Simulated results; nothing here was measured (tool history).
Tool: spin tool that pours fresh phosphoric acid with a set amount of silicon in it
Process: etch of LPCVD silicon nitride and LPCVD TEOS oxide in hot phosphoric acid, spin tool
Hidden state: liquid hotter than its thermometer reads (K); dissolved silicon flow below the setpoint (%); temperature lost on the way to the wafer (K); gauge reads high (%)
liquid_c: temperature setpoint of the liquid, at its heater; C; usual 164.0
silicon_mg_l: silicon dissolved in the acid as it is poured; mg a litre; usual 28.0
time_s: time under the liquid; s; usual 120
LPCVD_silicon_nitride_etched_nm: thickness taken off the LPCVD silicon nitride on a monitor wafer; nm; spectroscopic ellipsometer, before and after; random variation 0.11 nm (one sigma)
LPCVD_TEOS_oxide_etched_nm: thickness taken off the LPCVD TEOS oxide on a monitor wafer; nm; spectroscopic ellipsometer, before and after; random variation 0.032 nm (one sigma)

| run | hour | liquid_c | silicon_mg_l | time_s | wafers since the last listed run | hours since the thermometer was replaced | hours since the dissolved silicon flow meter was replaced | hours since the heated supply line was repaired | hours since the gauge calibration | read-back film thickness of the LPCVD silicon nitride reference wafer, read on the same gauge (nm) | read-back film thickness of the LPCVD TEOS oxide reference wafer, read on the same gauge (nm) | LPCVD_silicon_nitride_etched_nm | LPCVD_TEOS_oxide_etched_nm |
|---|---|---|---|---|---|---|---|---|---|---|---|---|---|
| 1 | 0.0 | 165.5 | 35.5 | 120 | 0 | 278.1 | 1978.4 | 1305.4 | 1504.8 | 40.00 | 40.002 | 11.93 | 0.106 |
|  | 53.4 | gauge calibrated |
| 2 | 61.2 | 165.5 | 35.5 | 120 | 599 | 339.3 | 2039.6 | 1366.6 | 7.8 | 40.00 | 40.028 | 12.20 | 0.181 |
| 3 | 120.4 | 165.5 | 35.5 | 120 | 580 | 398.5 | 2098.8 | 1425.8 | 67.0 | 40.00 | 40.029 | 12.14 | 0.110 |
| 4 | 158.9 | 164.0 | 28.0 | 120 | 377 | 437.0 | 2137.3 | 1464.3 | 105.5 | 40.00 | 39.976 | 11.57 | 0.219 |
| 5 | 228.7 | 164.0 | 28.0 | 120 | 683 | 506.8 | 2207.1 | 1534.1 | 175.3 | 40.00 | 39.971 | 11.50 | 0.174 |
|  | 240.0 | thermometer replaced |
| 6 | 271.7 | 164.0 | 28.0 | 120 | 411 | 31.7 | 2250.1 | 1577.1 | 218.3 | 40.00 | 39.991 | 10.82 | 0.138 |
| 7 | 320.8 | 164.0 | 28.0 | 120 | 481 | 80.8 | 2299.2 | 1626.2 | 267.4 | 39.98 | 40.034 | 11.04 | 0.141 |
|  | 332.3 | heated supply line repaired |
| 8 | 374.6 | 162.5 | 42.0 | 65 | 517 | 134.6 | 2353.0 | 42.3 | 321.2 | 40.00 | 39.992 | 6.44 | 0.050 |
|  | 408.8 | dissolved silicon flow meter replaced |
| 9 | 442.2 | 163.0 | 18.5 | 155 | 652 | 202.2 | 33.4 | 109.9 | 388.8 | 40.00 | 40.061 | 15.27 | 0.376 |
| 10 | 507.8 | 166.5 | 37.5 | 190 | 642 | 267.8 | 99.0 | 175.5 | 454.4 | 40.01 | 39.988 | 21.48 | 0.284 |
| 11 | 571.7 | 165.0 | 34.5 | 145 | 626 | 331.7 | 162.9 | 239.4 | 518.3 | 39.99 | 40.012 | 15.58 | 0.157 |
| 12 | 611.6 | 164.0 | 42.0 | 85 | 390 | 371.6 | 202.8 | 279.3 | 558.2 | 40.01 | 40.008 | 8.94 | 0.045 |
| 13 | 650.1 | 163.0 | 37.0 | 165 | 377 | 410.1 | 241.3 | 317.8 | 596.7 | 40.01 | 40.007 | 16.76 | 0.171 |
| 14 | 689.3 | 163.0 | 28.0 | 120 | 384 | 449.3 | 280.5 | 357.0 | 635.9 | 40.02 | 40.020 | 12.35 | 0.195 |
| 15 | 750.5 | 165.5 | 15.0 | 170 | 599 | 510.5 | 341.7 | 418.2 | 697.1 | 40.00 | 39.994 | 18.89 | 0.430 |
|  | 761.3 | thermometer replaced |
| 16 | 792.2 | 161.5 | 43.5 | 100 | 398 | 30.9 | 383.4 | 459.9 | 738.8 | 40.00 | 39.986 | 9.08 | 0.068 |
| 17 | 853.0 | 162.5 | 28.0 | 85 | 595 | 91.7 | 444.2 | 520.7 | 799.6 | 39.98 | 39.999 | 8.07 | 0.107 |
| 18 | 911.4 | 164.0 | 28.0 | 120 | 572 | 150.1 | 502.6 | 579.1 | 858.0 | 40.01 | 40.021 | 11.98 | 0.165 |
| 19 | 950.9 | 164.0 | 46.5 | 95 | 387 | 189.6 | 542.1 | 618.6 | 897.5 | 39.99 | 39.976 | 9.46 | 0.053 |
| 20 | 992.3 | 164.0 | 28.0 | 100 | 405 | 231.0 | 583.5 | 660.0 | 938.9 | 39.97 | 40.001 | 10.00 | 0.163 |
| 21 | 1018.5 | 164.0 | 28.0 | 120 | 256 | 257.2 | 609.7 | 686.2 | 965.1 | 40.02 | 39.976 | 12.08 | 0.145 |
| 22 | 1045.3 | 161.5 | 43.0 | 120 | 262 | 284.0 | 636.5 | 713.0 | 991.9 | 40.00 | 39.992 | 11.11 | 0.095 |

4 ways to go on from here, each from the tool as it stands after run 22. What would each give?
| A | 1045.8 | 164.0 | 12.5 | 120 | 4 | 284.5 | 637.0 | 713.5 | 992.4 | ? | ? | ? | ? |
| B | 1045.8 | 165.5 | 17.5 | 100 | 4 | 284.5 | 637.0 | 713.5 | 992.4 | ? | ? | ? | ? |
| C | 1045.8 | 163.0 | 28.0 | 160 | 4 | 284.5 | 637.0 | 713.5 | 992.4 | ? | ? | ? | ? |
| D | 1045.8 | 166.5 | 36.5 | 160 | 4 | 284.5 | 637.0 | 713.5 | 992.4 | ? | ? | ? | ? |

| run | read-back film thickness of the LPCVD silicon nitride reference wafer, read on the same gauge (nm) | read-back film thickness of the LPCVD TEOS oxide reference wafer, read on the same gauge (nm) | LPCVD_silicon_nitride_etched_nm | LPCVD_TEOS_oxide_etched_nm |
|---|---|---|---|---|
| A | 40.00 | 40.013 | 12.07 | 0.187 |
| B | 40.00 | 40.013 | 10.57 | 0.154 |
| C | 40.00 | 40.013 | 15.57 | 0.147 |
| D | 40.00 | 40.013 | 17.47 | 0.130 |
Without the tool's hidden state the same runs would have given:
| run | LPCVD_silicon_nitride_etched_nm | LPCVD_TEOS_oxide_etched_nm |
|---|---|---|
| A | 12.17 | 0.191 |
| B | 10.66 | 0.156 |
| C | 15.71 | 0.150 |
| D | 17.62 | 0.133 |
